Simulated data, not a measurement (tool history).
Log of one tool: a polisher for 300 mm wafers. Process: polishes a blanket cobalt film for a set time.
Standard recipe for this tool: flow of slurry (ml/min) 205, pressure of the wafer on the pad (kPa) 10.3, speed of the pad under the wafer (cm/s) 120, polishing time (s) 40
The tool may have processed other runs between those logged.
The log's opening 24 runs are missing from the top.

run,hour,flow of slurry (ml/min),pressure of the wafer on the pad (kPa),speed of the pad under the wafer (cm/s),polishing time (s),"incoming thickness of the incoming film, nm",film removed (nm)
# hour 301.6: slurry nozzle cleaned
25,311.5,260,13.8,120,32,1133.9,204.4
26,319.6,185,10.3,120,40,1145.1,201.5
27,326.7,205,10.3,120,40,1138.3,205.4
28,343.1,205,10.3,120,40,1125.7,200.5
# hour 348.6: worn pad replaced by a new one
29,358.3,275,8.3,96,27,1142.9,106.1
30,370.4,205,10.3,108,40,1123.9,186.8
31,381.2,235,7.6,120,40,1128.7,181.6
32,395.5,250,12.4,120,40,1137.6,237.7
33,407.8,205,9,120,47,1151.1,219.7

4 ways to go on from here, each from the tool as it stands after run 33. What would each give?
A,408.2,205,6.9,120,40,1120.4,?
B,408.2,205,10.3,120,30,1120.4,?
C,408.2,205,13.1,120,40,1120.4,?
D,408.2,205,10.3,134,40,1120.4,?

run,film removed (nm)
A,164.6
B,154.3
C,238.6
D,229.7
Stripped of hidden state, with their random variation kept, the same runs would have yielded:
run,film removed (nm)
A,170.8
B,160.1
C,247.6
D,238.4
